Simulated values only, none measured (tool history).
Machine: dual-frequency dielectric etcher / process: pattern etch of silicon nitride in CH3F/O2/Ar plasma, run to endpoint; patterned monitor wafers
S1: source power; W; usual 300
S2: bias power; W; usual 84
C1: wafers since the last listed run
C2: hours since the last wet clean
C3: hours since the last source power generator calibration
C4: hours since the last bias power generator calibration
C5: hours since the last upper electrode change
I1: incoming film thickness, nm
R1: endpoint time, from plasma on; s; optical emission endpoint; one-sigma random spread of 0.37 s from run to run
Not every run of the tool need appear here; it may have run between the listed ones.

run     day   S1   S2    C1     C2      C3      C4      C5     I1    R1
  1       0  300   84     0  258.8  1018.6   664.7  1983.1  39.33  56.1
  2   2.933  300   84   943  329.2    1089   735.1  2053.5  39.23  55.6
  3   6.583  300   84  1173  416.8  1176.6   822.7  2141.1  39.15  53.9
      8.088  -- wet clean of the chamber
  4  10.596  300   84   968   60.2  1272.9     919  2237.4  39.45  56.8
  5  12.842  300   67   722  114.1  1326.8   972.9  2291.3  39.36  61.9
  6  16.558  300   67  1195  203.3    1416  1062.1  2380.5  39.34  60.8
  7  20.367  300   67  1224  294.7  1507.4  1153.5  2471.9  39.52  59.9
  8  23.267  300   84   932  364.3    1577  1223.1  2541.5  39.37  55.5
  9  26.767  300   84  1125  448.3    1661  1307.1  2625.5  39.14  54.3
     31.175  -- wet clean of the chamber
 10  31.196  300   79  1102    0.5  1767.3  1413.4  2731.8  39.06  57.8
     35.942  -- upper electrode replaced
 11  35.962  300   96  1211  114.9  1881.7  1527.8     0.5  39.33    54
 12  39.304  300   98  1074  195.1  1961.9    1608    80.7  39.47    52
 13  43.408  300   84  1319  293.6  2060.4  1706.5   179.2  39.47  55.6
 14  45.612  300   84   708  346.5  2113.3  1759.4   232.1  39.35  54.7
     49.688  -- source power generator calibrated
 15  49.825  300   66  1300  447.6     3.3  1860.5   333.2  39.17  58.8
     51.829  -- wet clean of the chamber
 16  53.571  330   72   882   41.8    93.2  1950.4   423.1  39.26  57.1
     56.183  -- bias power generator calibrated
 17  56.346  300   84   838  108.4   159.8     3.9   489.7  39.44  56.3
 18  59.054  300   84   870  173.4   224.8    68.9   554.7  39.34    56
 19  62.904  230   84  1237  265.8   317.2   161.3   647.1  39.63  65.7
 20  66.946  260   97  1299  362.8   414.2   258.3   744.1  39.47  57.1
 21  68.821  350   96   602  407.8   459.2   303.3   789.1   39.4  47.8
     70.917  -- wet clean of the chamber
 22  72.517  300   84   866   38.4   547.9     392   877.8  39.29  56.3
 23  76.754  300   99  1362  140.1   649.6   493.7   979.5  39.88  53.6
 24  79.617  220   91   920  208.8   718.3   562.4  1048.2  39.44  65.7
 25   81.75  300   93   685    260   769.5   613.6  1099.4  39.35  53.6
 26  84.021  340  101   730  314.5     824   668.1  1153.9  39.44  47.8
 27  86.183  270   78   695  366.4   875.9     720  1205.8  39.07  58.9
     88.854  -- wet clean of the chamber
 28  88.875  270   76   543    0.5   940.5   784.6  1270.4  39.12  62.4

State the hidden condition of the tool at each of the runs:
source power that arrives over what is set, %: 0 on each run
bias power that arrives over what is set, %: 0 on each run
H1: etch rate over this chamber's usual, %
run      H1
  1    3.22
  2    3.96
  3    4.88
  4   0.279
  5   0.845
  6    1.78
  7    2.74
  8    3.47
  9    4.35
 10   0.504
 11     1.7
 12    2.55
 13    3.58
 14    4.14
 15     5.2
 16   0.461
 17    1.16
 18    1.84
 19    2.81
 20    3.83
 21     4.3
 22   0.654
 23    1.72
 24    2.44
 25    2.98
 26    3.55
 27     4.1
 28  -0.697

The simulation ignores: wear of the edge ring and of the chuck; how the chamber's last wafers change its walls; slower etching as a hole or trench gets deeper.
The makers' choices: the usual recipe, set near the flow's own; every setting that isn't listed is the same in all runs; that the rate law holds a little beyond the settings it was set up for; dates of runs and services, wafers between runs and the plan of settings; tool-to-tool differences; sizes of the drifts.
